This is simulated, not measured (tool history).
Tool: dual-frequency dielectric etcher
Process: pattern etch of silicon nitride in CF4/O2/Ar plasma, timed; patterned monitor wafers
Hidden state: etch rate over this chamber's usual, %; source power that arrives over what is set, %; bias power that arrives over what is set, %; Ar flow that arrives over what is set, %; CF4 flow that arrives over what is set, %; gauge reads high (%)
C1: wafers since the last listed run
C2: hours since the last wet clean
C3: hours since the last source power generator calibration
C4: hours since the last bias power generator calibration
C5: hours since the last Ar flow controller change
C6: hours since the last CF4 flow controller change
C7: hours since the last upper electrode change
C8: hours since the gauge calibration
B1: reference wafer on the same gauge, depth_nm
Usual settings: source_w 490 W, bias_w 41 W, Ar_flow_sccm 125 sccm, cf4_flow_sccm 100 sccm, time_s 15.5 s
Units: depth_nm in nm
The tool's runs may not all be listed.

Run 1, hour 0.0: usual settings; C1 0; C2 306.3; C3 3405.5; C4 2322.3; C5 1451.6; C6 2493.1; C7 4187.0; C8 920.4; B1 22.80. Result: depth_nm 26.78 nm.
At hour 25.8: source power generator calibrated.
Run 2, hour 35.0: usual settings; C1 394; C2 341.3; C3 9.2; C4 2357.3; C5 1486.6; C6 2528.1; C7 4222.0; C8 955.4; B1 22.79. Result: depth_nm 26.86 nm.
Run 3, hour 60.0: usual settings; C1 317; C2 366.3; C3 34.2; C4 2382.3; C5 1511.6; C6 2553.1; C7 4247.0; C8 980.4; B1 22.80. Result: depth_nm 26.76 nm.
Run 4, hour 88.0: usual settings but source_w 370 W, cf4_flow_sccm 107 sccm; C1 355; C2 394.3; C3 62.2; C4 2410.3; C5 1539.6; C6 2581.1; C7 4275.0; C8 1008.4; B1 22.79. Result: depth_nm 21.04 nm.
At hour 94.0: CF4 flow controller replaced.
Run 5, hour 116.0: usual settings but source_w 580 W, Ar_flow_sccm 146 sccm, cf4_flow_sccm 111 sccm; C1 279; C2 422.3; C3 90.2; C4 2438.3; C5 1567.6; C6 22.0; C7 4303.0; C8 1036.4; B1 22.80. Result: depth_nm 30.66 nm.
At hour 156.4: Ar flow controller replaced.
At hour 189.4: gauge calibrated.
Run 6, hour 200.1: usual settings but source_w 450 W, Ar_flow_sccm 135 sccm, time_s 12.5 s; C1 993; C2 506.4; C3 174.3; C4 2522.4; C5 43.7; C6 106.1; C7 4387.1; C8 10.7; B1 22.79. Result: depth_nm 19.98 nm.
Run 7, hour 228.2: usual settings; C1 357; C2 534.5; C3 202.4; C4 2550.5; C5 71.8; C6 134.2; C7 4415.2; C8 38.8; B1 22.80. Result: depth_nm 26.90 nm.
At hour 270.5: upper electrode replaced.
Run 8, hour 271.0: usual settings but time_s 17.5 s; C1 239; C2 577.3; C3 245.2; C4 2593.3; C5 114.6; C6 177.0; C7 0.5; C8 81.6; B1 22.80. Result: depth_nm 30.40 nm.
Run 9, hour 279.9: usual settings but Ar_flow_sccm 135 sccm, time_s 11.5 s; C1 113; C2 586.2; C3 254.1; C4 2602.2; C5 123.5; C6 185.9; C7 9.4; C8 90.5; B1 22.78. Result: depth_nm 19.82 nm.
Run 10, hour 298.7: usual settings but Ar_flow_sccm 101 sccm; C1 239; C2 605.0; C3 272.9; C4 2621.0; C5 142.3; C6 204.7; C7 28.2; C8 109.3; B1 22.81. Result: depth_nm 28.07 nm.
At hour 310.1: bias power generator calibrated.
Run 11, hour 312.0: usual settings but Ar_flow_sccm 152 sccm, time_s 14.0 s; C1 118; C2 618.3; C3 286.2; C4 1.9; C5 155.6; C6 218.0; C7 41.5; C8 122.6; B1 22.79. Result: depth_nm 23.60 nm.
At hour 338.9: wet clean of the chamber.
Run 12, hour 339.4: usual settings but source_w 530 W, bias_w 51 W, Ar_flow_sccm 135 sccm, cf4_flow_sccm 78 sccm; C1 43; C2 0.5; C3 313.6; C4 29.3; C5 183.0; C6 245.4; C7 68.9; C8 150.0; B1 22.80. Result: depth_nm 29.78 nm.
Run 13, hour 353.5: usual settings but source_w 410 W, bias_w 47 W; C1 179; C2 14.6; C3 327.7; C4 43.4; C5 197.1; C6 259.5; C7 83.0; C8 164.1; B1 22.79. Result: depth_nm 24.04 nm.
Run 14, hour 365.7: usual settings but bias_w 37 W, cf4_flow_sccm 120 sccm; C1 155; C2 26.8; C3 339.9; C4 55.6; C5 209.3; C6 271.7; C7 95.2; C8 176.3; B1 22.80. Result: depth_nm 25.83 nm.
Run 15, hour 389.7: usual settings; C1 305; C2 50.8; C3 363.9; C4 79.6; C5 233.3; C6 295.7; C7 119.2; C8 200.3; B1 22.79. Result: depth_nm 26.30 nm.
Run 16, hour 444.2: usual settings but Ar_flow_sccm 148 sccm, cf4_flow_sccm 82 sccm; C1 693; C2 105.3; C3 418.4; C4 134.1; C5 287.8; C6 350.2; C7 173.7; C8 254.8; B1 22.82. Result: depth_nm 25.02 nm.
Run 17, hour 460.8: usual settings but source_w 550 W; C1 211; C2 121.9; C3 435.0; C4 150.7; C5 304.4; C6 366.8; C7 190.3; C8 271.4; B1 22.81. Result: depth_nm 29.37 nm.
Run 18, hour 476.3: usual settings but source_w 560 W, Ar_flow_sccm 98 sccm, cf4_flow_sccm 108 sccm; C1 197; C2 137.4; C3 450.5; C4 166.2; C5 319.9; C6 382.3; C7 205.8; C8 286.9; B1 22.82. Result: depth_nm 31.69 nm.
Run 19, hour 499.2: usual settings but cf4_flow_sccm 110 sccm; C1 291; C2 160.3; C3 473.4; C4 189.1; C5 342.8; C6 405.2; C7 228.7; C8 309.8; B1 22.80. Result: depth_nm 27.06 nm.
Run 20, hour 525.6: usual settings but source_w 390 W, bias_w 46 W, Ar_flow_sccm 151 sccm, cf4_flow_sccm 90 sccm; C1 335; C2 186.7; C3 499.8; C4 215.5; C5 369.2; C6 431.6; C7 255.1; C8 336.2; B1 22.81. Result: depth_nm 21.93 nm.
Run 21, hour 544.4: usual settings but source_w 380 W; C1 239; C2 205.5; C3 518.6; C4 234.3; C5 388.0; C6 450.4; C7 273.9; C8 355.0; B1 22.80. Result: depth_nm 21.32 nm.
Run 22, hour 641.9: usual settings; C1 1239; C2 303.0; C3 616.1; C4 331.8; C5 485.5; C6 547.9; C7 371.4; C8 452.5; B1 22.79. Result: depth_nm 26.96 nm.

Forecast each of these 3 alternatives for the next run:
Run A, hour 642.3: usual settings but time_s 13.5 s; C1 5; C2 303.4; C3 616.5; C4 332.2; C5 485.9; C6 548.3; C7 371.8; C8 452.9; B1 ?. Result: depth_nm ?.
Run B, hour 642.3: usual settings but bias_w 38 W, Ar_flow_sccm 135 sccm; C1 5; C2 303.4; C3 616.5; C4 332.2; C5 485.9; C6 548.3; C7 371.8; C8 452.9; B1 ?. Result: depth_nm ?.
Run C, hour 642.3: usual settings but source_w 450 W, bias_w 37 W, Ar_flow_sccm 135 sccm, cf4_flow_sccm 90 sccm; C1 5; C2 303.4; C3 616.5; C4 332.2; C5 485.9; C6 548.3; C7 371.8; C8 452.9; B1 ?. Result: depth_nm ?.

run     B1  depth_nm
  A  22.80     23.23
  B  22.80     25.45
  C  22.80     22.98
Without the tool's hidden state the same runs would have given:
run  depth_nm
  A     22.82
  B     25.00
  C     22.58

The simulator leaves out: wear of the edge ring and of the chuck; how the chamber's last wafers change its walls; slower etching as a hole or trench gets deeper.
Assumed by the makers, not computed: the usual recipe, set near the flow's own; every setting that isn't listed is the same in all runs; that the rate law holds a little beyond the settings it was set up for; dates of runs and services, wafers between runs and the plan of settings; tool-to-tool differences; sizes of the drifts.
